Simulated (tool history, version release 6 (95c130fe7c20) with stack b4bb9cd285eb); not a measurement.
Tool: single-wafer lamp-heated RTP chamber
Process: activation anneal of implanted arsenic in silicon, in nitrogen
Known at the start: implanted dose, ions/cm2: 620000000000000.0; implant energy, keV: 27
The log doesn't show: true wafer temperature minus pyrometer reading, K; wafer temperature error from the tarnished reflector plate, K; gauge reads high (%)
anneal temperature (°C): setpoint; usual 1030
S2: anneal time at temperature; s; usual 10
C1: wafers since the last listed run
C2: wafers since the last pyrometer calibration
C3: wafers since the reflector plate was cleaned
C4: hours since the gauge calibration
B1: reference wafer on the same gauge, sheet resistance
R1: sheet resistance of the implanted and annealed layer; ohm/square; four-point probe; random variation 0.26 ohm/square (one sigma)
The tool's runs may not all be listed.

run 1 hour=0.0 | anneal_temperature_(°C)=1008 S2=7 | C1=0 C2=1837 C3=9488 C4=1328.9 | B1=186.92 | R1=170.18
-- hour=8.8 gauge calibrated
-- hour=27.5 reflector plate cleaned
run 2 hour=35.4 | anneal_temperature_(°C)=1008 S2=7 | C1=437 C2=2274 C3=126 C4=26.6 | B1=186.95 | R1=169.62
run 3 hour=67.6 | anneal_temperature_(°C)=1013 S2=10 | C1=514 C2=2788 C3=640 C4=58.8 | B1=186.97 | R1=166.98
run 4 hour=114.0 | anneal_temperature_(°C)=1030 S2=10 | C1=740 C2=3529 C3=1381 C4=105.2 | B1=186.99 | R1=165.42
run 5 hour=156.9 | anneal_temperature_(°C)=1030 S2=10 | C1=685 C2=4215 C3=2067 C4=148.1 | B1=187.02 | R1=165.31
run 6 hour=200.3 | anneal_temperature_(°C)=1030 S2=10 | C1=693 C2=4908 C3=2760 C4=191.5 | B1=187.08 | R1=165.92
run 7 hour=237.7 | anneal_temperature_(°C)=1046 S2=6 | C1=597 C2=5505 C3=3357 C4=228.9 | B1=187.04 | R1=166.43
run 8 hour=306.6 | anneal_temperature_(°C)=1046 S2=6 | C1=1100 C2=6605 C3=4457 C4=297.8 | B1=187.01 | R1=166.36
run 9 hour=333.0 | anneal_temperature_(°C)=1030 S2=10 | C1=421 C2=7027 C3=4879 C4=324.2 | B1=186.97 | R1=165.40
-- hour=364.1 pyrometer window cleaned and pyrometer calibrated
run 10 hour=383.3 | anneal_temperature_(°C)=1030 S2=10 | C1=675 C2=306 C3=5554 C4=374.5 | B1=187.03 | R1=164.86
-- hour=420.8 reflector plate cleaned, repeated, since the last time left the tool worse
run 11 hour=432.4 | anneal_temperature_(°C)=1030 S2=10 | C1=656 C2=962 C3=184 C4=423.6 | B1=187.02 | R1=165.96
run 12 hour=495.5 | anneal_temperature_(°C)=1030 S2=10 | C1=1007 C2=1970 C3=1192 C4=486.7 | B1=187.02 | R1=165.77
run 13 hour=563.3 | anneal_temperature_(°C)=1030 S2=10 | C1=1082 C2=3052 C3=2275 C4=554.5 | B1=187.00 | R1=166.09
run 14 hour=709.0 | anneal_temperature_(°C)=1030 S2=10 | C1=2326 C2=5379 C3=4601 C4=700.2 | B1=187.05 | R1=166.03
run 15 hour=736.9 | anneal_temperature_(°C)=1030 S2=10 | C1=445 C2=5825 C3=5047 C4=728.1 | B1=187.09 | R1=166.30
run 16 hour=801.1 | anneal_temperature_(°C)=1048 S2=6 | C1=1025 C2=6850 C3=6072 C4=792.3 | B1=187.01 | R1=167.05
-- hour=837.3 pyrometer window cleaned and pyrometer calibrated
run 17 hour=837.8 | anneal_temperature_(°C)=1046 S2=12 | C1=458 C2=8 C3=6531 C4=829.0 | B1=187.01 | R1=163.59
run 18 hour=887.8 | anneal_temperature_(°C)=1007 S2=13 | C1=798 C2=807 C3=7329 C4=879.0 | B1=186.96 | R1=167.37
run 19 hour=940.5 | anneal_temperature_(°C)=1008 S2=14 | C1=841 C2=1648 C3=8171 C4=931.7 | B1=187.02 | R1=166.57
-- hour=959.4 reflector plate cleaned
run 20 hour=1007.3 | anneal_temperature_(°C)=1008 S2=7 | C1=938 C2=2587 C3=765 C4=998.5 | B1=187.04 | R1=169.87
run 21 hour=1040.9 | anneal_temperature_(°C)=1030 S2=10 | C1=536 C2=3124 C3=1301 C4=1032.1 | B1=187.04 | R1=166.30
run 22 hour=1077.8 | anneal_temperature_(°C)=1038 S2=10 | C1=589 C2=3713 C3=1890 C4=1069.0 | B1=187.01 | R1=165.54
run 23 hour=1142.2 | anneal_temperature_(°C)=1030 S2=10 | C1=1028 C2=4742 C3=2919 C4=1133.4 | B1=186.99 | R1=166.20
run 24 hour=1196.3 | anneal_temperature_(°C)=1004 S2=16 | C1=863 C2=5605 C3=3783 C4=1187.5 | B1=187.08 | R1=166.68
-- hour=1234.2 pyrometer window cleaned and pyrometer calibrated
run 25 hour=1240.5 | anneal_temperature_(°C)=1019 S2=15 | C1=578 C2=101 C3=4361 C4=1231.7 | B1=187.03 | R1=164.88
run 26 hour=1269.9 | anneal_temperature_(°C)=1056 S2=10 | C1=469 C2=570 C3=4830 C4=1261.1 | B1=187.05 | R1=163.44
run 27 hour=1296.4 | anneal_temperature_(°C)=1030 S2=10 | C1=423 C2=993 C3=5254 C4=1287.6 | B1=187.00 | R1=166.31
-- hour=1348.2 gauge calibrated
run 28 hour=1354.1 | anneal_temperature_(°C)=1043 S2=4 | C1=921 C2=1915 C3=6175 C4=5.9 | B1=187.07 | R1=168.96
run 29 hour=1381.7 | anneal_temperature_(°C)=1044 S2=14 | C1=440 C2=2356 C3=6616 C4=33.5 | B1=186.95 | R1=162.39
run 30 hour=1450.9 | anneal_temperature_(°C)=1043 S2=15 | C1=1105 C2=3461 C3=7721 C4=102.7 | B1=187.02 | R1=162.91
-- hour=1491.8 reflector plate cleaned
run 31 hour=1512.4 | anneal_temperature_(°C)=1030 S2=12 | C1=854 C2=4315 C3=328 C4=164.2 | B1=186.96 | R1=165.67
run 32 hour=1536.4 | anneal_temperature_(°C)=1030 S2=10 | C1=383 C2=4698 C3=711 C4=188.2 | B1=187.04 | R1=166.07
run 33 hour=1603.7 | anneal_temperature_(°C)=1042 S2=10 | C1=1074 C2=5773 C3=1786 C4=255.5 | B1=187.06 | R1=165.01
run 34 hour=1652.9 | anneal_temperature_(°C)=1009 S2=6 | C1=785 C2=6559 C3=2572 C4=304.7 | B1=187.02 | R1=171.09
-- hour=1690.4 pyrometer window cleaned and pyrometer calibrated
run 35 hour=1697.8 | anneal_temperature_(°C)=1039 S2=10 | C1=589 C2=118 C3=3161 C4=349.6 | B1=186.91 | R1=165.21

The next listed run, before its measurement:
run 36 hour=1769.3 | anneal_temperature_(°C)=1059 S2=15 | C1=1141 C2=1260 C3=4303 C4=421.1 | B1=? | R1=?

{"run 36": {"B1": 187.03, "R1": 160.94}}
Without the tool's hidden state the same run would have given R1 161.24 ohm/square.
